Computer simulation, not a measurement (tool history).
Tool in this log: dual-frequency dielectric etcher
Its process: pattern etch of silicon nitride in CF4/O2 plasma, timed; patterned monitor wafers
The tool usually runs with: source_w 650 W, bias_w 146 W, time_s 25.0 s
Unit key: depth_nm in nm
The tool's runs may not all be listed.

run   hour  source_w  bias_w  time_s  read-back reference wafer on the same gauge, depth_nm  depth_nm
  1    0.0       650     127    25.0                                                   64.0      57.5
      45.2  -- wet clean of the chamber
  2   45.7       590     146    23.0                                                   64.1      53.5
  3   46.0       650     146    25.0                                                   64.0      63.0
  4   55.6       650     146    25.0                                                   64.0      62.8
  5   70.9       650     146    25.0                                                   64.0      62.9
  6   77.0       650     146    25.0                                                   64.0      62.7
  7   90.1       650     146    32.5                                                   64.0      81.5
  8   96.7       730     146    28.0                                                   64.0      78.0
  9  103.6       650     146    25.0                                                   64.0      62.7
 10  113.7       650     146    25.0                                                   63.9      62.5
 11  123.9       650     146    25.0                                                   64.1      62.7
 12  139.3       560     111    28.5                                                   64.0      56.8
 13  155.5       650     146    25.0                                                   64.1      62.4
 14  161.6       750     168    25.0                                                   64.1      74.4
 15  171.1       550     122    25.0                                                   64.0      50.4
 16  180.2       650     146    25.0                                                   64.0      62.5
     181.2  -- gauge calibrated
     205.9  -- upper electrode replaced
 17  206.4       570     146    25.0                                                   64.0      55.2
 18  206.8       740     169    22.5                                                   64.0      66.0
 19  207.8       650     131    25.0                                                   64.1      59.8
 20  218.5       540     146    25.0                                                   64.0      52.4
     227.2  -- bias power generator calibrated
 21  227.7       780     137    25.0                                                   64.0      71.3
 22  241.9       650     156    30.5                                                   64.0      77.1
 23  252.3       650     146    25.0                                                   64.1      61.7
 24  258.5       790     174    27.5                                                   64.0      86.4
 25  266.0       540     180    18.5                                                   64.0      41.9
 26  278.3       550     128    25.0                                                   64.0      51.0
 27  300.0       760     182    29.0                                                   64.0      88.8
 28  310.4       740     176    32.0                                                   64.0      94.6
 29  326.6       710     165    31.5                                                   64.0      87.0
 30  339.5       500     146    31.0                                                   64.0      60.2

Here are 4 independent what-if runs from the current tool condition. What would each one return?
  A  339.9       650     146    25.0                                                      ?         ?
  B  339.9       590     146    25.0                                                      ?         ?
  C  339.9       720     168    30.0                                                      ?         ?
  D  339.9       740     114    19.0                                                      ?         ?

run  read-back reference wafer on the same gauge, depth_nm  depth_nm
  A                                                   64.0      61.4
  B                                                   64.0      56.3
  C                                                   64.0      84.8
  D                                                   64.0      48.2
Take away the tool's hidden state, keep each run's random variation, and the runs would have read:
run  depth_nm
  A      63.3
  B      58.1
  C      87.4
  D      49.7
